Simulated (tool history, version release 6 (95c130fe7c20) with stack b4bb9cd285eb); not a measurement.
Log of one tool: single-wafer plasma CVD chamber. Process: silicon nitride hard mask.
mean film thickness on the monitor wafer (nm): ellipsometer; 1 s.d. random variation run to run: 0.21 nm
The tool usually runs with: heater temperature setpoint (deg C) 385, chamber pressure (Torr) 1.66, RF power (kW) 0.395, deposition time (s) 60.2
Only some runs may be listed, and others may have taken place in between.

run    hour  heater temperature setpoint (deg C)  chamber pressure (Torr)  RF power (kW)  deposition time (s)  read-back reference wafer on the same gauge, thickness_nm  mean film thickness on the monitor wafer (nm)
  1       0                                  385                     1.66          0.395                 65.2                                                     82.582                                         89.196
  2      69                                  385                     1.66          0.395                 65.2                                                     82.617                                         88.561
  3   154.7                                  385                     1.66          0.395                 60.2                                                     82.587                                         82.257
  4   216.6                                  385                     1.66          0.395                 60.2                                                     82.632                                         81.697
  5   301.5                                  385                     1.66          0.395                 60.2                                                     82.625                                         81.612
  6   396.4                                  385                     1.56          0.395                 60.2                                                     82.634                                         80.093
  7   463.4                                  385                     1.66          0.395                 60.2                                                     82.591                                         81.566
  8   530.3                                  385                     1.66          0.395                 60.2                                                     82.626                                         80.873
  9   850.4                                  385                     1.78          0.395                 60.2                                                     82.615                                         81.349
 10   943.4                                  385                     1.78          0.395                 60.2                                                     82.657                                         81.356
 11  1009.8                                  385                     1.78          0.395                 60.2                                                     82.589                                         81.422
 12  1075.5                                  385                     1.66          0.395                 60.2                                                     82.608                                         79.679
     1099.3  -- RF generator calibrated
 13  1176.7                                  385                     1.66          0.395                 60.2                                                       82.6                                          82.33
 14  1213.3                                  371                     1.66          0.395                   65                                                     82.598                                         89.044
 15  1271.2                                  385                     1.48          0.395                 60.2                                                     82.594                                         81.056
     1315.7  -- capacitance manometer re-zeroed and calibrated
 16  1454.4                                  389                     1.33          0.365                 60.2                                                     82.577                                         73.952
 17  1540.9                                  377                     1.66           0.37                 56.6                                                     82.631                                         73.446
 18  1622.1                                  371                     1.66          0.395                 60.2                                                     82.606                                         80.881
 19  1661.5                                  385                     1.78          0.395                 60.2                                                     82.604                                         81.832
 20    1745                                  385                     1.66          0.395                 60.2                                                     82.565                                         80.684
 21  1831.2                                  371                     1.66          0.395                 60.2                                                      82.62                                         81.427
     1865.8  -- showerhead replaced
     1894.6  -- thermocouple changed; heater temperature recalibrated
     1904.3  -- gauge calibrated
 22  1909.3                                  398                     1.66          0.395                 60.2                                                     82.604                                          79.89
 23  2069.9                                  375                      1.8          0.465                 48.8                                                     82.587                                         72.956
 24  2150.4                                  377                     1.26          0.375                 71.4                                                     82.596                                         88.589
 25  2214.4                                  385                     2.01           0.33                   50                                                     82.621                                         61.468
     2314.6  -- RF generator calibrated
 26  2315.1                                  385                     1.66          0.395                 60.2                                                     82.592                                         82.503
 27  2369.2                                  385                     1.66          0.425                 60.2                                                     82.622                                         85.793
 28  2473.7                                  385                     1.66          0.395                 60.2                                                      82.63                                         82.768
 29  2574.7                                  397                     1.52          0.395                   55                                                     82.605                                         73.646

3 options for the next run, each taken on its own from the tool as it stands now. Forecast them:
  A  2575.1                                  385                     1.66          0.395                 60.2                                                          ?                                              ?
  B  2575.1                                  385                     1.93          0.395                 60.2                                                          ?                                              ?
  C  2575.1                                  385                     1.32          0.395                   54                                                          ?                                              ?

run  read-back reference wafer on the same gauge, thickness_nm  mean film thickness on the monitor wafer (nm)
  A                                                     82.574                                         82.092
  B                                                     82.574                                         84.253
  C                                                     82.574                                         70.942
Stripped of hidden state, with their random variation kept, the same runs would have yielded:
run  mean film thickness on the monitor wafer (nm)
  A                                         81.588
  B                                         83.736
  C                                         70.451
